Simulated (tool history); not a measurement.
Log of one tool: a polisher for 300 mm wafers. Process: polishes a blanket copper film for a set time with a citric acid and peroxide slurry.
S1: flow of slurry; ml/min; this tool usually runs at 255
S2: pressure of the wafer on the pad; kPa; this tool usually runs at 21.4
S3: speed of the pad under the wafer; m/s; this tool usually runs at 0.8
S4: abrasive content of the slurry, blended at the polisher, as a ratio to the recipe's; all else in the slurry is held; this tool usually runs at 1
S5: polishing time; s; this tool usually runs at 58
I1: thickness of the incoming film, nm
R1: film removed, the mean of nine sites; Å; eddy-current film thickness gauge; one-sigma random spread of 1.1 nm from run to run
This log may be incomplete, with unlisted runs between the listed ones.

{"run": 1, "hour": 0.0, "S1": 255, "S2": 21.4, "S3": 0.8, "S4": 1, "S5": 58, "I1": 766.9, "R1": 899}
{"hour": 35.8, "done": "worn pad replaced by a new one"}
{"run": 2, "hour": 102.6, "S1": 190, "S2": 21.4, "S3": 0.8, "S4": 1, "S5": 58, "I1": 772.6, "R1": 832}
{"run": 3, "hour": 191.8, "S1": 255, "S2": 21.4, "S3": 0.8, "S4": 1, "S5": 53, "I1": 762.5, "R1": 765}
{"run": 4, "hour": 259.0, "S1": 255, "S2": 21.4, "S3": 0.8, "S4": 1, "S5": 53, "I1": 777.9, "R1": 776}
{"run": 5, "hour": 308.9, "S1": 255, "S2": 21.4, "S3": 0.8, "S4": 1, "S5": 53, "I1": 769.6, "R1": 793}
{"hour": 337.8, "done": "slurry blender recalibrated"}
{"run": 6, "hour": 345.3, "S1": 255, "S2": 21.4, "S3": 0.8, "S4": 1, "S5": 58, "I1": 781.1, "R1": 849}
{"run": 7, "hour": 425.8, "S1": 255, "S2": 21.4, "S3": 0.8, "S4": 1, "S5": 58, "I1": 771.1, "R1": 855}
{"hour": 458.6, "done": "slurry nozzle cleaned"}
{"run": 8, "hour": 461.9, "S1": 255, "S2": 21.4, "S3": 0.8, "S4": 1, "S5": 58, "I1": 773.2, "R1": 888}
{"run": 9, "hour": 577.2, "S1": 255, "S2": 21.4, "S3": 0.98, "S4": 1.15, "S5": 77, "I1": 772.8, "R1": 1443}
{"hour": 595.9, "done": "worn pad replaced by a new one"}
{"hour": 635.3, "done": "head pressure recalibrated"}
{"run": 10, "hour": 674.6, "S1": 255, "S2": 21.4, "S3": 0.8, "S4": 1, "S5": 52, "I1": 760, "R1": 809}
{"run": 11, "hour": 746.7, "S1": 255, "S2": 21.4, "S3": 0.8, "S4": 1, "S5": 43, "I1": 771.2, "R1": 646}
{"run": 12, "hour": 806.3, "S1": 255, "S2": 13.8, "S3": 0.8, "S4": 1, "S5": 58, "I1": 765.4, "R1": 618}
{"run": 13, "hour": 875.2, "S1": 315, "S2": 26.9, "S3": 0.8, "S4": 1, "S5": 58, "I1": 764.5, "R1": 1075}
{"hour": 943.8, "done": "slurry blender recalibrated"}
{"run": 14, "hour": 949.2, "S1": 255, "S2": 25.5, "S3": 0.8, "S4": 1, "S5": 58, "I1": 769.9, "R1": 987}
{"run": 15, "hour": 1026.5, "S1": 255, "S2": 21.4, "S3": 0.8, "S4": 1, "S5": 58, "I1": 755.1, "R1": 853}
{"hour": 1075.9, "done": "slurry nozzle cleaned"}
{"run": 16, "hour": 1121.9, "S1": 330, "S2": 17.2, "S3": 0.58, "S4": 0.8, "S5": 58, "I1": 759.9, "R1": 541}
{"run": 17, "hour": 1187.5, "S1": 255, "S2": 21.4, "S3": 0.98, "S4": 1.15, "S5": 49, "I1": 775.1, "R1": 917}
{"run": 18, "hour": 1231.4, "S1": 255, "S2": 21.4, "S3": 0.8, "S4": 1, "S5": 58, "I1": 776.8, "R1": 847}
{"hour": 1242.0, "done": "worn pad replaced by a new one"}
{"run": 19, "hour": 1323.7, "S1": 255, "S2": 21.4, "S3": 0.8, "S4": 1, "S5": 58, "I1": 774.7, "R1": 867}

Predict the results of run 20:
{"run": 20, "hour": 1430.5, "S1": 255, "S2": 21.4, "S3": 0.8, "S4": 1, "S5": 58, "I1": 762.2, "R1": "?"}

R1: 838 Å
The same run, on a tool lacking any hidden state, would have yielded R1 938 Å.
